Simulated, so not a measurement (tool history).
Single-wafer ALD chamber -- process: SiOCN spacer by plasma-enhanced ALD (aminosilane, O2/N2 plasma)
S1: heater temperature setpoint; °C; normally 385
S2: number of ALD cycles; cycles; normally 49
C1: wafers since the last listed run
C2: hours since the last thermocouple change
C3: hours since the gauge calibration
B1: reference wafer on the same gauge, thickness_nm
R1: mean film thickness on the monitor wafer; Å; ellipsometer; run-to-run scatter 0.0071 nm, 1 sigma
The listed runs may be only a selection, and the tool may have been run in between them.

{"run": 1, "hour": 0.0, "S1": 385, "S2": 49, "C1": 0, "C2": 870.8, "C3": 504.4, "B1": 2.968, "R1": 28.57}
{"run": 2, "hour": 61.1, "S1": 385, "S2": 49, "C1": 311, "C2": 931.9, "C3": 565.5, "B1": 2.969, "R1": 28.46}
{"run": 3, "hour": 249.2, "S1": 385, "S2": 49, "C1": 958, "C2": 1120.0, "C3": 753.6, "B1": 2.97, "R1": 28.58}
{"run": 4, "hour": 314.4, "S1": 385, "S2": 49, "C1": 332, "C2": 1185.2, "C3": 818.8, "B1": 2.97, "R1": 28.43}
{"run": 5, "hour": 356.4, "S1": 385, "S2": 49, "C1": 213, "C2": 1227.2, "C3": 860.8, "B1": 2.974, "R1": 28.55}
{"run": 6, "hour": 415.5, "S1": 385, "S2": 49, "C1": 301, "C2": 1286.3, "C3": 919.9, "B1": 2.969, "R1": 28.73}
{"run": 7, "hour": 446.4, "S1": 385, "S2": 42, "C1": 157, "C2": 1317.2, "C3": 950.8, "B1": 2.967, "R1": 24.41}
{"run": 8, "hour": 491.9, "S1": 385, "S2": 42, "C1": 231, "C2": 1362.7, "C3": 996.3, "B1": 2.968, "R1": 24.52}
{"run": 9, "hour": 532.0, "S1": 385, "S2": 49, "C1": 204, "C2": 1402.8, "C3": 1036.4, "B1": 2.967, "R1": 28.41}
{"run": 10, "hour": 567.5, "S1": 385, "S2": 49, "C1": 180, "C2": 1438.3, "C3": 1071.9, "B1": 2.969, "R1": 28.5}
{"run": 11, "hour": 647.7, "S1": 375, "S2": 49, "C1": 408, "C2": 1518.5, "C3": 1152.1, "B1": 2.971, "R1": 28.65}
{"hour": 674.2, "done": "gauge calibrated"}
{"hour": 692.9, "done": "thermocouple changed; heater temperature recalibrated"}
{"run": 12, "hour": 693.4, "S1": 376, "S2": 49, "C1": 192, "C2": 0.5, "C3": 19.2, "B1": 2.969, "R1": 28.48}
{"run": 13, "hour": 731.9, "S1": 399, "S2": 44, "C1": 196, "C2": 39.0, "C3": 57.7, "B1": 2.971, "R1": 25.65}
{"run": 14, "hour": 756.9, "S1": 371, "S2": 49, "C1": 127, "C2": 64.0, "C3": 82.7, "B1": 2.973, "R1": 28.61}
{"run": 15, "hour": 785.6, "S1": 389, "S2": 59, "C1": 146, "C2": 92.7, "C3": 111.4, "B1": 2.969, "R1": 34.22}
{"run": 16, "hour": 849.4, "S1": 385, "S2": 49, "C1": 324, "C2": 156.5, "C3": 175.2, "B1": 2.971, "R1": 28.57}
{"run": 17, "hour": 914.4, "S1": 396, "S2": 58, "C1": 331, "C2": 221.5, "C3": 240.2, "B1": 2.971, "R1": 33.73}
{"run": 18, "hour": 966.2, "S1": 385, "S2": 53, "C1": 263, "C2": 273.3, "C3": 292.0, "B1": 2.969, "R1": 30.99}
{"run": 19, "hour": 1025.5, "S1": 371, "S2": 58, "C1": 302, "C2": 332.6, "C3": 351.3, "B1": 2.968, "R1": 33.87}

Predict each of these 4 candidate next runs independently; none follows another, all start after run 19:
{"run": "A", "hour": 1026.0, "S1": 385, "S2": 52, "C1": 2, "C2": 333.1, "C3": 351.8, "B1": "?", "R1": "?"}
{"run": "B", "hour": 1026.0, "S1": 385, "S2": 54, "C1": 2, "C2": 333.1, "C3": 351.8, "B1": "?", "R1": "?"}
{"run": "C", "hour": 1026.0, "S1": 379, "S2": 44, "C1": 2, "C2": 333.1, "C3": 351.8, "B1": "?", "R1": "?"}
{"run": "D", "hour": 1026.0, "S1": 396, "S2": 54, "C1": 2, "C2": 333.1, "C3": 351.8, "B1": "?", "R1": "?"}

run=A B1=2.972 R1=30.26
run=B B1=2.972 R1=31.42
run=C B1=2.972 R1=25.60
run=D B1=2.972 R1=31.42
The same runs, with their run-to-run variation unchanged, on a tool lacking any hidden condition would have given:
run=A R1=30.26
run=B R1=31.42
run=C R1=25.60
run=D R1=31.42
